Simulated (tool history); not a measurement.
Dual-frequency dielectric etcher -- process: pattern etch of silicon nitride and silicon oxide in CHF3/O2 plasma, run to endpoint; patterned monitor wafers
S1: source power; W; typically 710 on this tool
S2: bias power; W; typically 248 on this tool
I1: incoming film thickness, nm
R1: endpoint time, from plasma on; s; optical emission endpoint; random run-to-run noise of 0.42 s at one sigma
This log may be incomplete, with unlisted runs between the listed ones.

Run 1, hour 0: usual settings but S2 230 W; I1 173.4. Result: R1 101.3 s.
At hour 62.5: wet clean of the chamber.
Run 2, hour 65.4: usual settings; I1 176.6. Result: R1 97.1 s.
Run 3, hour 158.3: usual settings but S2 200 W; I1 176.3. Result: R1 107.4 s.
Run 4, hour 247.3: usual settings but S2 200 W; I1 174.9. Result: R1 106.5 s.
Run 5, hour 326.6: usual settings but S2 296 W; I1 178.4. Result: R1 92.8 s.
At hour 487.3: wet clean of the chamber.
Run 6, hour 624.4: usual settings but S2 296 W; I1 176.8. Result: R1 91.1 s.
Run 7, hour 689.6: usual settings but S2 296 W; I1 174.2. Result: R1 90.6 s.
Run 8, hour 778.6: usual settings; I1 174.7. Result: R1 99.6 s.
At hour 794.6: bias power generator calibrated.
Run 9, hour 856.7: usual settings; I1 174.2. Result: R1 99.8 s.
At hour 903.6: wet clean of the chamber.
At hour 950.9: source power generator calibrated.
Run 10, hour 959.7: usual settings; I1 176.8. Result: R1 97.4 s.
Run 11, hour 1064.6: usual settings; I1 174.5. Result: R1 97.9 s.
Run 12, hour 1165.3: usual settings but S2 306 W; I1 175.6. Result: R1 90.8 s.
At hour 1247: wet clean of the chamber.
Run 13, hour 1248.3: usual settings but S1 630 W, S2 204 W; I1 174.9. Result: R1 109.9 s.
Run 14, hour 1288.4: usual settings but S1 830 W, S2 309 W; I1 176.3. Result: R1 82.8 s.
Run 15, hour 1329.1: usual settings but S1 870 W, S2 309 W; I1 176.3. Result: R1 81.1 s.
At hour 1389.8: upper electrode replaced.
Run 16, hour 1410.9: usual settings but S1 610 W, S2 197 W; I1 173.9. Result: R1 114.6 s.
Run 17, hour 1448.9: usual settings but S1 830 W; I1 175.9. Result: R1 92.7 s.
Run 18, hour 1570.2: usual settings; I1 174.4. Result: R1 99.5 s.
At hour 1608.3: wet clean of the chamber.
Run 19, hour 1676.2: usual settings; I1 173.4. Result: R1 95.4 s.
Run 20, hour 1737.3: usual settings but S1 870 W, S2 303 W; I1 175.8. Result: R1 82.4 s.
Run 21, hour 1832.9: usual settings but S1 650 W, S2 273 W; I1 175.2. Result: R1 96.7 s.

Subtracting, for every run, the result it would have given without the tool's unlogged condition from the measured result gives the following. The same run-to-run variation enters both numbers; the gauge's scatter may not:
Hidden state at play: etch rate over this chamber's usual, %; source power that arrives over what is set, %; bias power that arrives over what is set, %.
run    R1
  1  +2.9
  2  -0.2
  3  +0.8
  4  +1.8
  5  +2.2
  6  +1.5
  7  +2.1
  8  +3.2
  9  +3.9
 10  +0.5
 11  +1.5
 12  +2.2
 13  +0.2
 14  +0.5
 15  +0.7
 16    +2
 17  +1.9
 18  +3.2
 19  -0.1
 20  +0.4
 21  +1.3

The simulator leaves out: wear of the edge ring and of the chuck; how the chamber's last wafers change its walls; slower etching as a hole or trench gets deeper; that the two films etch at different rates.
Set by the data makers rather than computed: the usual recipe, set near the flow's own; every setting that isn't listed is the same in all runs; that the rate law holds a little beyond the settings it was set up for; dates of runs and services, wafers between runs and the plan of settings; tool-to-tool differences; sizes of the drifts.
